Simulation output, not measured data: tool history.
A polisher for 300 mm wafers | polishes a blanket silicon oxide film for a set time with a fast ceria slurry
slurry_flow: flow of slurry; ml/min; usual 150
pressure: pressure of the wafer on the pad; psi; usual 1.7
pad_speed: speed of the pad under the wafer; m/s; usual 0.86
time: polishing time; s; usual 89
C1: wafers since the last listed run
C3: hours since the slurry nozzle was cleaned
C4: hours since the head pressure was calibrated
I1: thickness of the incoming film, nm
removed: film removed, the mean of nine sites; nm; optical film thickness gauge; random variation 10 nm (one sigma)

{"run": 1, "hour": 0.0, "slurry_flow": 150, "pressure": 1.7, "pad_speed": 0.86, "time": 89, "C1": 0, "wafers polished on this pad": 61, "C3": 433.7, "C4": 184.5, "I1": 3195.1, "removed": 863.2}
{"run": 2, "hour": 19.3, "slurry_flow": 150, "pressure": 1.7, "pad_speed": 0.86, "time": 89, "C1": 209, "wafers polished on this pad": 271, "C3": 453.0, "C4": 203.8, "I1": 3208.4, "removed": 845.6}
{"run": 3, "hour": 54.3, "slurry_flow": 150, "pressure": 1.7, "pad_speed": 0.86, "time": 89, "C1": 379, "wafers polished on this pad": 651, "C3": 488.0, "C4": 238.8, "I1": 3231.1, "removed": 866.2}
{"hour": 69.3, "done": "worn pad replaced by a new one"}
{"run": 4, "hour": 70.7, "slurry_flow": 150, "pressure": 1.7, "pad_speed": 0.86, "time": 89, "C1": 134, "wafers polished on this pad": 14, "C3": 504.4, "C4": 255.2, "I1": 3161.4, "removed": 852.0}
{"run": 5, "hour": 95.7, "slurry_flow": 150, "pressure": 1.7, "pad_speed": 0.86, "time": 89, "C1": 271, "wafers polished on this pad": 286, "C3": 529.4, "C4": 280.2, "I1": 3203.5, "removed": 858.9}
{"run": 6, "hour": 124.2, "slurry_flow": 150, "pressure": 1.7, "pad_speed": 0.86, "time": 89, "C1": 309, "wafers polished on this pad": 595, "C3": 557.9, "C4": 308.7, "I1": 3233.2, "removed": 864.2}
{"run": 7, "hour": 150.6, "slurry_flow": 150, "pressure": 1.7, "pad_speed": 1.02, "time": 89, "C1": 286, "wafers polished on this pad": 881, "C3": 584.3, "C4": 335.1, "I1": 3210.3, "removed": 966.3}
{"hour": 154.9, "done": "worn pad replaced by a new one"}
{"run": 8, "hour": 165.5, "slurry_flow": 185, "pressure": 1.4, "pad_speed": 1.12, "time": 62, "C1": 118, "wafers polished on this pad": 115, "C3": 599.2, "C4": 350.0, "I1": 3199.0, "removed": 610.5}
{"run": 9, "hour": 185.0, "slurry_flow": 110, "pressure": 2.0, "pad_speed": 1.12, "time": 112, "C1": 211, "wafers polished on this pad": 326, "C3": 618.7, "C4": 369.5, "I1": 3161.7, "removed": 1466.4}
{"hour": 206.3, "done": "head pressure recalibrated"}
{"run": 10, "hour": 220.9, "slurry_flow": 130, "pressure": 1.4, "pad_speed": 0.86, "time": 59, "C1": 367, "wafers polished on this pad": 694, "C3": 654.6, "C4": 14.6, "I1": 3138.7, "removed": 464.8}
{"hour": 228.8, "done": "worn pad replaced by a new one"}
{"hour": 229.8, "done": "slurry nozzle cleaned"}
{"run": 11, "hour": 239.1, "slurry_flow": 150, "pressure": 1.7, "pad_speed": 0.86, "time": 89, "C1": 143, "wafers polished on this pad": 100, "C3": 9.3, "C4": 32.8, "I1": 3251.3, "removed": 875.6}
{"run": 12, "hour": 262.1, "slurry_flow": 110, "pressure": 1.7, "pad_speed": 0.86, "time": 74, "C1": 249, "wafers polished on this pad": 350, "C3": 32.3, "C4": 55.8, "I1": 3214.8, "removed": 679.6}
{"run": 13, "hour": 280.5, "slurry_flow": 150, "pressure": 1.7, "pad_speed": 0.86, "time": 89, "C1": 199, "wafers polished on this pad": 550, "C3": 50.7, "C4": 74.2, "I1": 3197.7, "removed": 868.8}
{"run": 14, "hour": 315.4, "slurry_flow": 150, "pressure": 1.7, "pad_speed": 0.64, "time": 115, "C1": 378, "wafers polished on this pad": 928, "C3": 85.6, "C4": 109.1, "I1": 3162.2, "removed": 940.9}

How the hidden state differs across the entries between the runs, from the last listed run before each to the first after it:
Between runs 3 and 4: worn pad replaced by a new one (hour 69.3)
  no hidden state differs between the two runs
Between runs 7 and 8: worn pad replaced by a new one (hour 154.9)
  no hidden state differs between the two runs
Between runs 9 and 10: head pressure recalibrated (hour 206.3)
  no hidden state differs between the two runs
Between runs 10 and 11: worn pad replaced by a new one (hour 228.8); slurry nozzle cleaned (hour 229.8)
  no hidden state differs between the two runs
